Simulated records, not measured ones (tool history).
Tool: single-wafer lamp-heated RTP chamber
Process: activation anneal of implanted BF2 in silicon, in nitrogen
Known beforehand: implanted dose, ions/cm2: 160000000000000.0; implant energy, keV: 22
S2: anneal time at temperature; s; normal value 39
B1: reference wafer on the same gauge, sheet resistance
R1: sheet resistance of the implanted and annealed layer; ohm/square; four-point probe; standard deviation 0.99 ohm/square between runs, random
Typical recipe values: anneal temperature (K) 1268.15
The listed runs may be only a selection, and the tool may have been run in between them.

run 1 hour=0 | anneal_temperature_(K)=1268.15 S2=39 | B1=762.63 | R1=661.55
run 2 hour=83.9 | anneal_temperature_(K)=1268.15 S2=39 | B1=762.72 | R1=659.98
run 3 hour=169.7 | anneal_temperature_(K)=1268.15 S2=39 | B1=762.66 | R1=659.65
run 4 hour=206.1 | anneal_temperature_(K)=1268.15 S2=39 | B1=762.61 | R1=660.8
run 5 hour=305.7 | anneal_temperature_(K)=1268.15 S2=39 | B1=762.64 | R1=659.6
run 6 hour=410.1 | anneal_temperature_(K)=1283.15 S2=48 | B1=762.66 | R1=654.25
run 7 hour=492.3 | anneal_temperature_(K)=1268.15 S2=39 | B1=762.98 | R1=660.06
run 8 hour=544.2 | anneal_temperature_(K)=1268.15 S2=39 | B1=763.16 | R1=661.66
-- hour=561 pyrometer window cleaned and pyrometer calibrated
run 9 hour=582.2 | anneal_temperature_(K)=1268.15 S2=39 | B1=763.01 | R1=660.61
run 10 hour=682.2 | anneal_temperature_(K)=1268.15 S2=51 | B1=762.79 | R1=658.64
run 11 hour=740.6 | anneal_temperature_(K)=1292.15 S2=39 | B1=762.72 | R1=653.26
run 12 hour=831.5 | anneal_temperature_(K)=1292.15 S2=39 | B1=763.31 | R1=655.25
-- hour=894.1 reflector plate cleaned
run 13 hour=895.4 | anneal_temperature_(K)=1292.15 S2=39 | B1=762.88 | R1=654.22
-- hour=978.9 gauge calibrated
run 14 hour=992.5 | anneal_temperature_(K)=1268.15 S2=61 | B1=763.18 | R1=655.23
run 15 hour=1046.1 | anneal_temperature_(K)=1252.15 S2=19 | B1=762.86 | R1=670.35
run 16 hour=1097.4 | anneal_temperature_(K)=1268.15 S2=26 | B1=762.85 | R1=663.83
run 17 hour=1165.1 | anneal_temperature_(K)=1251.15 S2=39 | B1=762.69 | R1=666.21
run 18 hour=1228.8 | anneal_temperature_(K)=1268.15 S2=39 | B1=762.9 | R1=660.88
run 19 hour=1265.4 | anneal_temperature_(K)=1255.15 S2=39 | B1=762.89 | R1=665.25
-- hour=1299.2 pyrometer window cleaned and pyrometer calibrated
run 20 hour=1322.5 | anneal_temperature_(K)=1242.15 S2=51 | B1=762.96 | R1=668.13
run 21 hour=1424.8 | anneal_temperature_(K)=1256.15 S2=20 | B1=762.76 | R1=669.54
run 22 hour=1497.5 | anneal_temperature_(K)=1268.15 S2=46 | B1=762.73 | R1=659.08
run 23 hour=1574.3 | anneal_temperature_(K)=1258.15 S2=17 | B1=762.87 | R1=669.37
run 24 hour=1668.1 | anneal_temperature_(K)=1268.15 S2=39 | B1=762.97 | R1=660.19
run 25 hour=1773.9 | anneal_temperature_(K)=1284.15 S2=19 | B1=762.79 | R1=664.48
run 26 hour=1865.5 | anneal_temperature_(K)=1268.15 S2=39 | B1=763.08 | R1=659.65

Alternative continuations, all from the tool just after run 26; predict every row:
run A hour=1865.9 | anneal_temperature_(K)=1268.15 S2=54 | B1=? | R1=?
run B hour=1865.9 | anneal_temperature_(K)=1240.15 S2=20 | B1=? | R1=?
run C hour=1865.9 | anneal_temperature_(K)=1291.15 S2=24 | B1=? | R1=?
run D hour=1865.9 | anneal_temperature_(K)=1241.15 S2=18 | B1=? | R1=?

run=A B1=762.66 R1=657.86
run=B B1=762.66 R1=681.1
run=C B1=762.66 R1=661.72
run=D B1=762.66 R1=681.12
Without the tool's unlogged condition, the same runs would have read:
run=A R1=657.86
run=B R1=681.1
run=C R1=661.72
run=D R1=681.12
